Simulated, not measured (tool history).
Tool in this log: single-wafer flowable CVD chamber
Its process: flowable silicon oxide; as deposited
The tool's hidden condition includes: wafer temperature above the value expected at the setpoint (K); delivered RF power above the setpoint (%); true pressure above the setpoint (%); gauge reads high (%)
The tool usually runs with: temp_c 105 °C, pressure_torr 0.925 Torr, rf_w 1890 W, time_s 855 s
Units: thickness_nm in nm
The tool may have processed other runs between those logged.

run,day,temp_c,pressure_torr,rf_w,time_s,wafers since the last listed run,hours since the last thermocouple change,hours since the last RF generator calibration,hours since the last manometer calibration,hours since the showerhead was replaced,hours since the gauge calibration,"read-back reference wafer on the same gauge, thickness_nm",thickness_nm
1,0,105,0.925,1890,855,0,212.8,267.8,416.8,2782.6,40.1,472.688,535.936
2,1.083,105,0.925,1890,855,51,238.8,293.8,442.8,2808.6,66.1,472.217,533.991
3,2.262,115,0.925,1890,855,56,267.1,322.1,471.1,2836.9,94.4,472.29,402.554
4,3.758,115,0.925,1890,855,71,303,358,507,2872.8,130.3,472.165,402.404
# day 4.954: showerhead replaced
5,4.975,111,1.085,2200,974,42,332.2,387.2,536.2,0.5,159.5,471.657,617.553
6,6.988,93,0.925,2265,808,96,380.5,435.5,584.5,48.8,207.8,470.884,739.978
7,8.108,105,0.925,1890,746,53,407.4,462.4,611.4,75.7,234.7,469.589,461.137
8,9.388,105,0.925,1890,855,61,438.1,493.1,642.1,106.4,265.4,470.905,529.796
9,10.829,105,0.925,1890,855,69,472.7,527.7,676.7,141,300,469.953,529.649
10,12.021,100,1.093,1565,732,57,501.3,556.3,705.3,169.6,328.6,469.502,592.259
11,14.446,105,0.729,1890,855,116,559.5,614.5,763.5,227.8,386.8,468.178,414.997
12,16.821,111,0.983,1755,797,113,616.5,671.5,820.5,284.8,443.8,468.596,435.037
13,18.817,117,0.803,2220,855,95,664.4,719.4,868.4,332.7,491.7,467.95,335.677
14,20.867,117,0.803,2220,855,98,713.6,768.6,917.6,381.9,540.9,467.725,339.562
15,22.962,105,0.925,1890,855,100,763.9,818.9,967.9,432.2,591.2,466.915,527.994
16,23.975,99,1.095,1645,995,48,788.2,843.2,992.2,456.5,615.5,466.519,841.59
17,25.429,105,0.925,1890,855,69,823.1,878.1,1027.1,491.4,650.4,466.338,531.75
18,27.462,120,0.925,1890,855,97,871.9,926.9,1075.9,540.2,699.2,465.783,345.433
19,29.633,100,0.757,1690,855,104,924,979,1128,592.3,751.3,465.596,483.381
20,32.396,118,0.925,1890,776,132,990.3,1045.3,1194.3,658.6,817.6,465.105,329.582
21,34.212,105,0.925,2070,748,87,1033.9,1088.9,1237.9,702.2,861.2,463.829,464.029
22,36.533,105,0.925,2120,855,111,1089.6,1144.6,1293.6,757.9,916.9,463.875,538.541
23,37.704,105,0.925,1890,855,56,1117.7,1172.7,1321.7,786,945,462.885,527.556
24,40.492,115,1.018,1760,777,133,1184.6,1239.6,1388.6,852.9,1011.9,462.443,388.879
# day 42.162: gauge calibrated
25,42.938,99,1.095,1645,995,117,1243.3,1298.3,1447.3,911.6,18.6,470.731,841.348
# day 44.396: thermocouple changed; heater temperature recalibrated
26,45.3,105,1.017,1890,855,97,21.7,1355,1504,968.3,75.3,470.154,582.651
27,46.967,105,0.925,1560,855,79,61.7,1395,1544,1008.3,115.3,468.818,510.586
28,49.642,105,0.925,1890,855,128,125.9,1459.2,1608.2,1072.5,179.5,468.407,529.348

Below, some changes in thickness_nm between adjacent runs. For each, the amount present without the hidden state too (settings, incoming material, random variation) and the amount remaining for the hidden state with gauge scatter not shared by both compared results:
Run 15 -> 16: temp_c 105 -> 99, pressure_torr 0.925 -> 1.095, rf_w 1890 -> 1645, time_s 855 -> 995. thickness_nm +313.596 nm: hidden state -3.802, all else +317.398.
Run 24 -> 25: temp_c 115 -> 99, pressure_torr 1.018 -> 1.095, rf_w 1760 -> 1645, time_s 777 -> 995, gauge calibrated. thickness_nm +452.469 nm: hidden state +4.022, all else +448.447.
